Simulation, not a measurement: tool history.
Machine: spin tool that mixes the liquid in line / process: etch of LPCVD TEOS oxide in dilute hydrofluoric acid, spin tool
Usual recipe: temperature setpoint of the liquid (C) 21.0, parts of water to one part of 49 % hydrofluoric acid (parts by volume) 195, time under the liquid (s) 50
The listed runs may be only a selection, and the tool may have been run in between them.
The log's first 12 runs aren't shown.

| run | hour | temperature setpoint of the liquid (C) | parts of water to one part of 49 % hydrofluoric acid (parts by volume) | time under the liquid (s) | wafers since the last listed run | hours since the thermometer was replaced | hours since the hydrofluoric acid flow meter was replaced | hours since the gauge calibration | read-back film thickness of the LPCVD TEOS oxide reference wafer, read on the same gauge (nm) | thickness taken off the LPCVD TEOS oxide on a monitor wafer (angstrom) |
|---|---|---|---|---|---|---|---|---|---|---|
| 13 | 890.2 | 21.0 | 195 | 50 | 1130 | 1723.6 | 260.8 | 1686.5 | 60.05 | 128.0 |
| 14 | 970.0 | 21.0 | 115 | 75 | 1285 | 1803.4 | 340.6 | 1766.3 | 59.97 | 358.9 |
|  | 996.1 | gauge calibrated |
| 15 | 1022.3 | 21.0 | 195 | 60 | 842 | 1855.7 | 392.9 | 26.2 | 60.00 | 152.2 |
| 16 | 1086.1 | 19.5 | 195 | 50 | 1027 | 1919.5 | 456.7 | 90.0 | 60.02 | 122.0 |
| 17 | 1158.5 | 19.5 | 150 | 25 | 1166 | 1991.9 | 529.1 | 162.4 | 60.00 | 82.9 |
|  | 1245.2 | thermometer replaced |
| 18 | 1260.6 | 19.5 | 195 | 50 | 1628 | 15.4 | 631.2 | 264.5 | 60.01 | 124.7 |
| 19 | 1337.1 | 23.5 | 195 | 75 | 1232 | 91.9 | 707.7 | 341.0 | 59.99 | 214.0 |
| 20 | 1375.6 | 23.5 | 225 | 50 | 620 | 130.4 | 746.2 | 379.5 | 59.96 | 118.8 |
| 21 | 1421.6 | 21.0 | 135 | 40 | 740 | 176.4 | 792.2 | 425.5 | 60.05 | 162.2 |
| 22 | 1478.3 | 23.0 | 235 | 75 | 913 | 233.1 | 848.9 | 482.2 | 59.95 | 170.0 |
| 23 | 1576.6 | 24.5 | 195 | 80 | 1583 | 331.4 | 947.2 | 580.5 | 59.99 | 240.7 |
| 24 | 1619.4 | 19.0 | 115 | 40 | 689 | 374.2 | 990.0 | 623.3 | 59.99 | 180.8 |
| 25 | 1697.6 | 21.0 | 195 | 30 | 1259 | 452.4 | 1068.2 | 701.5 | 60.02 | 79.6 |
| 26 | 1772.5 | 23.5 | 110 | 75 | 1206 | 527.3 | 1143.1 | 776.4 | 60.02 | 430.4 |
| 27 | 1820.8 | 24.5 | 120 | 35 | 778 | 575.6 | 1191.4 | 824.7 | 60.00 | 188.2 |
| 28 | 1906.3 | 23.0 | 235 | 75 | 1377 | 661.1 | 1276.9 | 910.2 | 59.97 | 175.1 |
|  | 1922.6 | hydrofluoric acid flow meter replaced |
| 29 | 1995.2 | 17.5 | 195 | 65 | 1415 | 750.0 | 72.6 | 999.1 | 60.00 | 144.0 |
| 30 | 2067.7 | 22.5 | 195 | 60 | 1167 | 822.5 | 145.1 | 1071.6 | 60.00 | 163.1 |
| 31 | 2116.5 | 21.0 | 195 | 50 | 786 | 871.3 | 193.9 | 1120.4 | 60.02 | 128.1 |

Expected results for the next run?
| 32 | 2162.5 | 21.0 | 230 | 50 | 740 | 917.3 | 239.9 | 1166.4 | ? | ? |

{"run 32": {"read-back film thickness of the LPCVD TEOS oxide reference wafer, read on the same gauge (nm)": 59.98, "thickness taken off the LPCVD TEOS oxide on a monitor wafer (angstrom)": 105.0}}
With no hidden state in the tool, this same run would have given thickness taken off the LPCVD TEOS oxide on a monitor wafer (angstrom) 103.1.
